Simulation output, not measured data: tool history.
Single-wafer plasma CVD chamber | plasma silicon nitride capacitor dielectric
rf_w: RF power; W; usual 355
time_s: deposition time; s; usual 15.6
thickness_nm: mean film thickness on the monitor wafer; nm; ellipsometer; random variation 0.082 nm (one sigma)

run    hour  rf_w  time_s  wafers since the last listed run  hours since the last RF generator calibration  hours since the showerhead was replaced  hours since the gauge calibration  read-back reference wafer on the same gauge, thickness_nm  thickness_nm
  1       0   355    15.6                                 0                                          763.8                                   3352.9                             1542.4                                                     17.386        20.616
  2    62.8   355    15.6                              1596                                          826.6                                   3415.7                             1605.2                                                     17.417        20.721
  3     168   325    15.6                              2673                                          931.8                                   3520.9                             1710.4                                                     17.422        20.203
  4   244.6   340    15.6                              1946                                         1008.4                                   3597.5                               1787                                                     17.396        20.309
  5   329.3   355    15.6                              2152                                         1093.1                                   3682.2                             1871.7                                                     17.419        20.718
  6   575.5   355    15.6                              6257                                         1339.3                                   3928.4                             2117.9                                                     17.419        20.543
  7   677.1   355    15.6                              2582                                         1440.9                                     4030                             2219.5                                                     17.392        20.392
      939.8  -- gauge calibrated
  8   970.9   355    15.6                              7466                                         1734.7                                   4323.8                               31.1                                                     17.418        20.457
     1052.9  -- showerhead replaced
  9  1062.2   355    15.6                              2117                                           1826                                      9.3                              122.4                                                     17.401        20.431
 10  1152.3   355    15.6                              2289                                         1916.1                                     99.4                              212.5                                                     17.368        20.368
 11  1220.8   355    17.9                              1740                                         1984.6                                    167.9                                281                                                     17.394        23.489
 12  1303.9   355    15.6                              2111                                         2067.7                                      251                              364.1                                                      17.37        20.406
 13  1369.8   305    17.9                              1674                                         2133.6                                    316.9                                430                                                     17.402        22.525
 14  1460.3   380    17.4                              2300                                         2224.1                                    407.4                              520.5                                                       17.4         23.03
 15  1502.5   405    16.8                              1072                                         2266.3                                    449.6                              562.7                                                     17.386        22.654
 16  1555.1   355    15.6                              1336                                         2318.9                                    502.2                              615.3                                                     17.416        20.145
     1647.5  -- RF generator calibrated
 17  1649.7   410    15.6                              2200                                            2.2                                    596.8                              709.9                                                     17.397        21.565
 18  1686.5   330      17                               935                                             39                                    633.6                              746.7                                                     17.398        22.336
 19  1725.2   330    18.3                               983                                           77.7                                    672.3                              785.4                                                     17.398         23.75
 20  1802.6   375    18.3                              1967                                          155.1                                    749.7                              862.8                                                     17.398        24.673
 21  1888.3   330      17                              2178                                          240.8                                    835.4                              948.5                                                     17.399        22.352
 22  1953.8   355    15.6                              1664                                          306.3                                    900.9                               1014                                                       17.4        20.765
 23  2080.6   315    18.7                              3222                                          433.1                                   1027.7                             1140.8                                                     17.386        24.061
 24  2157.9   400    12.9                              1964                                          510.4                                     1105                             1218.1                                                     17.413        17.739
 25    2258   335    16.8                              2543                                          610.5                                   1205.1                             1318.2                                                     17.407        22.102

3 ways to go on from here, each from the tool as it stands after run 25. What would each give?
  A  2258.4   415    15.6                                10                                          610.9                                   1205.5                             1318.6                                                          ?             ?
  B  2258.4   380    18.4                                10                                          610.9                                   1205.5                             1318.6                                                          ?             ?
  C  2258.4   355    18.3                                10                                          610.9                                   1205.5                             1318.6                                                          ?             ?

run  read-back reference wafer on the same gauge, thickness_nm  thickness_nm
  A                                                     17.404        21.601
  B                                                     17.404        24.913
  C                                                     17.404        24.357
Without the tool's hidden state the same runs would have given:
run  thickness_nm
  A        21.631
  B        24.947
  C        24.391

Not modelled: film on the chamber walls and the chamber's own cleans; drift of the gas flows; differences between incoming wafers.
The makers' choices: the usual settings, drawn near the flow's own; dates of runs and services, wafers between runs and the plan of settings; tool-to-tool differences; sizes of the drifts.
